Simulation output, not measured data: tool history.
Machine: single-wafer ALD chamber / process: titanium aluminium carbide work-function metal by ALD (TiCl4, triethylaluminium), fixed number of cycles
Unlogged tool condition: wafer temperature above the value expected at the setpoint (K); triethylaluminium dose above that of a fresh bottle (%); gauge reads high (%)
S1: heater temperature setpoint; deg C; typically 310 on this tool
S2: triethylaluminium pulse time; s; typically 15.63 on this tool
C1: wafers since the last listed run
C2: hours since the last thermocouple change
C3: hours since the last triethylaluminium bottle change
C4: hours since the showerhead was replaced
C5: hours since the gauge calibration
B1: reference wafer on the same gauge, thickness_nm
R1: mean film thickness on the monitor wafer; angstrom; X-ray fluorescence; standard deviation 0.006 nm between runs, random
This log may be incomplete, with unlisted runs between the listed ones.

Run 1, hour 0.0: usual settings but S1 301 deg C; C1 0; C2 1920.9; C3 1465.1; C4 5124.2; C5 242.2; B1 2.141. Result: R1 22.42 angstrom.
Run 2, hour 14.1: usual settings; C1 130; C2 1935.0; C3 1479.2; C4 5138.3; C5 256.3; B1 2.139. Result: R1 23.44 angstrom.
Run 3, hour 35.3: usual settings; C1 196; C2 1956.2; C3 1500.4; C4 5159.5; C5 277.5; B1 2.141. Result: R1 23.43 angstrom.
Run 4, hour 54.5: usual settings; C1 177; C2 1975.4; C3 1519.6; C4 5178.7; C5 296.7; B1 2.140. Result: R1 23.44 angstrom.
Run 5, hour 80.6: usual settings; C1 241; C2 2001.5; C3 1545.7; C4 5204.8; C5 322.8; B1 2.140. Result: R1 23.39 angstrom.
Run 6, hour 103.8: usual settings; C1 214; C2 2024.7; C3 1568.9; C4 5228.0; C5 346.0; B1 2.140. Result: R1 23.53 angstrom.
Run 7, hour 121.2: usual settings but S2 17.66 s; C1 161; C2 2042.1; C3 1586.3; C4 5245.4; C5 363.4; B1 2.141. Result: R1 23.74 angstrom.
Run 8, hour 139.0: usual settings but S2 17.66 s; C1 164; C2 2059.9; C3 1604.1; C4 5263.2; C5 381.2; B1 2.140. Result: R1 23.63 angstrom.
Run 9, hour 172.8: usual settings but S2 17.66 s; C1 312; C2 2093.7; C3 1637.9; C4 5297.0; C5 415.0; B1 2.142. Result: R1 23.65 angstrom.
Run 10, hour 206.4: usual settings but S1 322 deg C, S2 20.36 s; C1 311; C2 2127.3; C3 1671.5; C4 5330.6; C5 448.6; B1 2.140. Result: R1 25.14 angstrom.
Run 11, hour 225.9: usual settings; C1 180; C2 2146.8; C3 1691.0; C4 5350.1; C5 468.1; B1 2.141. Result: R1 23.31 angstrom.
Run 12, hour 293.9: usual settings; C1 629; C2 2214.8; C3 1759.0; C4 5418.1; C5 536.1; B1 2.138. Result: R1 23.16 angstrom.
Run 13, hour 309.6: usual settings; C1 145; C2 2230.5; C3 1774.7; C4 5433.8; C5 551.8; B1 2.141. Result: R1 23.29 angstrom.
Run 14, hour 336.5: usual settings but S1 320 deg C; C1 249; C2 2257.4; C3 1801.6; C4 5460.7; C5 578.7; B1 2.140. Result: R1 24.46 angstrom.
Run 15, hour 357.9: usual settings but S1 320 deg C; C1 198; C2 2278.8; C3 1823.0; C4 5482.1; C5 600.1; B1 2.141. Result: R1 24.35 angstrom.
Run 16, hour 383.6: usual settings but S1 320 deg C; C1 237; C2 2304.5; C3 1848.7; C4 5507.8; C5 625.8; B1 2.140. Result: R1 24.35 angstrom.
Run 17, hour 404.9: usual settings but S2 9.68 s; C1 197; C2 2325.8; C3 1870.0; C4 5529.1; C5 647.1; B1 2.142. Result: R1 21.13 angstrom.
At hour 436.9: showerhead replaced.
Run 18, hour 437.4: usual settings; C1 226; C2 2358.3; C3 1902.5; C4 0.5; C5 679.6; B1 2.138. Result: R1 23.23 angstrom.
At hour 463.5: thermocouple changed; heater temperature recalibrated.
Run 19, hour 530.2: usual settings but S1 317 deg C, S2 9.73 s; C1 785; C2 66.7; C3 1995.3; C4 93.3; C5 772.4; B1 2.141. Result: R1 21.53 angstrom.
At hour 551.8: triethylaluminium bottle replaced.
Run 20, hour 555.0: usual settings but S1 325 deg C, S2 10.64 s; C1 155; C2 91.5; C3 3.2; C4 118.1; C5 797.2; B1 2.142. Result: R1 25.08 angstrom.
Run 21, hour 587.9: usual settings; C1 304; C2 124.4; C3 36.1; C4 151.0; C5 830.1; B1 2.139. Result: R1 24.06 angstrom.
At hour 599.2: gauge calibrated.
Run 22, hour 617.4: usual settings but S1 303 deg C, S2 10.16 s; C1 273; C2 153.9; C3 65.6; C4 180.5; C5 18.2; B1 2.141. Result: R1 22.59 angstrom.
Run 23, hour 629.8: usual settings; C1 114; C2 166.3; C3 78.0; C4 192.9; C5 30.6; B1 2.140. Result: R1 23.93 angstrom.
Run 24, hour 644.5: usual settings but S1 324 deg C, S2 17.48 s; C1 136; C2 181.0; C3 92.7; C4 207.6; C5 45.3; B1 2.139. Result: R1 25.51 angstrom.
Run 25, hour 677.5: usual settings; C1 305; C2 214.0; C3 125.7; C4 240.6; C5 78.3; B1 2.142. Result: R1 23.97 angstrom.
Run 26, hour 693.9: usual settings but S1 302 deg C, S2 12.44 s; C1 151; C2 230.4; C3 142.1; C4 257.0; C5 94.7; B1 2.138. Result: R1 22.88 angstrom.
Run 27, hour 721.9: usual settings but S1 318 deg C, S2 18.51 s; C1 259; C2 258.4; C3 170.1; C4 285.0; C5 122.7; B1 2.142. Result: R1 24.88 angstrom.
Run 28, hour 757.8: usual settings but S2 19.98 s; C1 332; C2 294.3; C3 206.0; C4 320.9; C5 158.6; B1 2.140. Result: R1 24.06 angstrom.
Run 29, hour 789.0: usual settings but S2 10.18 s; C1 288; C2 325.5; C3 237.2; C4 352.1; C5 189.8; B1 2.139. Result: R1 23.23 angstrom.
Run 30, hour 806.4: usual settings but S2 13.97 s; C1 161; C2 342.9; C3 254.6; C4 369.5; C5 207.2; B1 2.140. Result: R1 23.78 angstrom.

Estimate the outcome of run 31 from the log above:
Run 31, hour 832.9: usual settings; C1 245; C2 369.4; C3 281.1; C4 396.0; C5 233.7; B1 ?. Result: R1 ?.

B1: 2.143
R1: 23.86 angstrom
If the tool had no hidden condition, the same run with the same run-to-run variation would have returned R1 23.90 angstrom.
